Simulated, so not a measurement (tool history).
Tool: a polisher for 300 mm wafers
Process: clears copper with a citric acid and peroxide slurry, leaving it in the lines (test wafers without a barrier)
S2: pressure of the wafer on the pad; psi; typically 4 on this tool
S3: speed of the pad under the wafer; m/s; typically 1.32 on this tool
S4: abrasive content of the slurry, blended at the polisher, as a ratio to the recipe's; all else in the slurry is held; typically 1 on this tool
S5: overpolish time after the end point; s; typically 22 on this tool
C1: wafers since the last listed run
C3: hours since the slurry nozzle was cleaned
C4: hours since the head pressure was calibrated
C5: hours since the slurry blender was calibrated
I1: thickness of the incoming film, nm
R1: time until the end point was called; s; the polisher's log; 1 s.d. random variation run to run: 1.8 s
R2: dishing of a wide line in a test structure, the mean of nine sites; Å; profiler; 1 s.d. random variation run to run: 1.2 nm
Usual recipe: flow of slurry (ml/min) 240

Run 1, hour 0: usual settings but S4 0.95; C1 0; wafers polished on this pad 2642; C3 214.7; C4 165.8; C5 162.7; I1 515.1. Result: R1 129.9 s, R2 596 Å.
Run 2, hour 25.9: usual settings but flow of slurry (ml/min) 185, S2 5 psi; C1 257; wafers polished on this pad 2899; C3 240.6; C4 191.7; C5 188.6; I1 530.5. Result: R1 109.1 s, R2 720 Å.
Run 3, hour 50.2: usual settings but flow of slurry (ml/min) 185, S2 5 psi; C1 241; wafers polished on this pad 3140; C3 264.9; C4 216; C5 212.9; I1 533.9. Result: R1 107.5 s, R2 695 Å.
At hour 256.6: worn pad replaced by a new one.
Run 4, hour 265.4: usual settings but flow of slurry (ml/min) 305; C1 2095; wafers polished on this pad 87; C3 480.1; C4 431.2; C5 428.1; I1 524.9. Result: R1 125.8 s, R2 627 Å.
At hour 319.5: head pressure recalibrated.
Run 5, hour 335.6: usual settings but S4 1.2; C1 676; wafers polished on this pad 764; C3 550.3; C4 16.1; C5 498.3; I1 518.8. Result: R1 124.7 s, R2 614 Å.
Run 6, hour 381: usual settings; C1 450; wafers polished on this pad 1214; C3 595.7; C4 61.5; C5 543.7; I1 517.9. Result: R1 127.1 s, R2 606 Å.
At hour 385.9: slurry blender recalibrated.
Run 7, hour 433.2: usual settings but S2 4.4 psi; C1 498; wafers polished on this pad 1712; C3 647.9; C4 113.7; C5 47.3; I1 535.9. Result: R1 118.4 s, R2 667 Å.
Run 8, hour 481.1: usual settings but S2 3.6 psi, S4 0.9; C1 475; wafers polished on this pad 2188; C3 695.8; C4 161.6; C5 95.2; I1 514.8. Result: R1 143.6 s, R2 555 Å.
Run 9, hour 505.9: usual settings; C1 246; wafers polished on this pad 2434; C3 720.6; C4 186.4; C5 120; I1 520.2. Result: R1 128.7 s, R2 605 Å.
At hour 517: slurry nozzle cleaned.
Run 10, hour 541.2: usual settings but flow of slurry (ml/min) 185, S2 5 psi; C1 340; wafers polished on this pad 2774; C3 24.2; C4 221.7; C5 155.3; I1 527.4. Result: R1 107.8 s, R2 680 Å.
Run 11, hour 660: usual settings but S2 5.2 psi, S3 0.94 m/s, S5 11 s; C1 1178; wafers polished on this pad 3953; C3 143; C4 340.5; C5 274.1; I1 525.6. Result: R1 129.7 s, R2 341 Å.
Run 12, hour 712: usual settings; C1 515; wafers polished on this pad 4469; C3 195; C4 392.5; C5 326.1; I1 527.7. Result: R1 131.1 s, R2 629 Å.
Run 13, hour 742.6: usual settings but S2 5 psi, S3 1.48 m/s, S4 0.75, S5 16 s; C1 303; wafers polished on this pad 4773; C3 225.6; C4 423.1; C5 356.7; I1 521.3. Result: R1 101 s, R2 573 Å.
Run 14, hour 786.6: usual settings but S4 1.3; C1 436; wafers polished on this pad 5209; C3 269.6; C4 467.1; C5 400.7; I1 523.9. Result: R1 123.2 s, R2 611 Å.
At hour 807.4: worn pad replaced by a new one.
Run 15, hour 825.7: usual settings but S4 0.8, S5 13 s; C1 348; wafers polished on this pad 182; C3 308.7; C4 506.2; C5 439.8; I1 529.3. Result: R1 133.8 s, R2 359 Å.
At hour 830.3: head pressure recalibrated.
Run 16, hour 872.9: usual settings; C1 448; wafers polished on this pad 630; C3 355.9; C4 42.6; C5 487; I1 535.3. Result: R1 134.3 s, R2 590 Å.
At hour 901.1: slurry blender recalibrated.
Run 17, hour 942.6: usual settings but S4 0.75, S5 30 s; C1 671; wafers polished on this pad 1302; C3 425.6; C4 112.3; C5 41.5; I1 522.3. Result: R1 129.6 s, R2 726 Å.
Run 18, hour 1005.5: usual settings but S2 4.7 psi, S3 1.18 m/s; C1 624; wafers polished on this pad 1926; C3 488.5; C4 175.2; C5 104.4; I1 534.6. Result: R1 121 s, R2 655 Å.
Run 19, hour 1046.2: usual settings; C1 403; wafers polished on this pad 2330; C3 529.2; C4 215.9; C5 145.1; I1 527.7. Result: R1 134.3 s, R2 585 Å.
Run 20, hour 1110.9: usual settings but flow of slurry (ml/min) 160, S2 4.4 psi, S4 1.1; C1 642; wafers polished on this pad 2972; C3 593.9; C4 280.6; C5 209.8; I1 534.3. Result: R1 125.9 s, R2 636 Å.
At hour 1116.6: slurry nozzle cleaned.
Run 21, hour 1150.9: usual settings but flow of slurry (ml/min) 295, S5 31 s; C1 386; wafers polished on this pad 3359; C3 34.3; C4 320.6; C5 249.8; I1 528.4. Result: R1 125.9 s, R2 795 Å.
Run 22, hour 1193.3: usual settings but S3 1.62 m/s, S5 10 s; C1 420; wafers polished on this pad 3780; C3 76.7; C4 363; C5 292.2; I1 525.9. Result: R1 109.5 s, R2 356 Å.
Run 23, hour 1226.2: usual settings; C1 326; wafers polished on this pad 4106; C3 109.6; C4 395.9; C5 325.1; I1 518. Result: R1 129.4 s, R2 579 Å.
At hour 1249.3: head pressure recalibrated.
Run 24, hour 1263.1: usual settings; C1 346; wafers polished on this pad 4452; C3 146.5; C4 13.8; C5 362; I1 524. Result: R1 127.2 s, R2 608 Å.
At hour 1271.3: worn pad replaced by a new one.
Run 25, hour 1317.5: usual settings but flow of slurry (ml/min) 325, S3 1.7 m/s; C1 500; wafers polished on this pad 457; C3 200.9; C4 68.2; C5 416.4; I1 517.7. Result: R1 102.9 s, R2 714 Å.
Run 26, hour 1354.1: usual settings but flow of slurry (ml/min) 300, S4 1.2; C1 363; wafers polished on this pad 821; C3 237.5; C4 104.8; C5 453; I1 523.4. Result: R1 122.2 s, R2 610 Å.
Run 27, hour 1391: usual settings; C1 366; wafers polished on this pad 1187; C3 274.4; C4 141.7; C5 489.9; I1 529.3. Result: R1 131.9 s, R2 588 Å.

Describe how what the log doesn't record of the tool's condition differs between the last listed run preceding each entry between runs and the first listed run following it.
After run 3, before run 4: worn pad replaced by a new one (hour 256.6)
  nothing in the hidden state changes from one run to the other
After run 4, before run 5: head pressure recalibrated (hour 319.5)
  nothing in the hidden state changes from one run to the other
After run 6, before run 7: slurry blender recalibrated (hour 385.9)
  nothing in the hidden state changes from one run to the other
After run 9, before run 10: slurry nozzle cleaned (hour 517)
  nothing in the hidden state changes from one run to the other
After run 14, before run 15: worn pad replaced by a new one (hour 807.4)
  nothing in the hidden state changes from one run to the other
After run 15, before run 16: head pressure recalibrated (hour 830.3)
  nothing in the hidden state changes from one run to the other
After run 16, before run 17: slurry blender recalibrated (hour 901.1)
  nothing in the hidden state changes from one run to the other
After run 20, before run 21: slurry nozzle cleaned (hour 1116.6)
  nothing in the hidden state changes from one run to the other
After run 23, before run 24: head pressure recalibrated (hour 1249.3)
  nothing in the hidden state changes from one run to the other
After run 24, before run 25: worn pad replaced by a new one (hour 1271.3)
  nothing in the hidden state changes from one run to the other
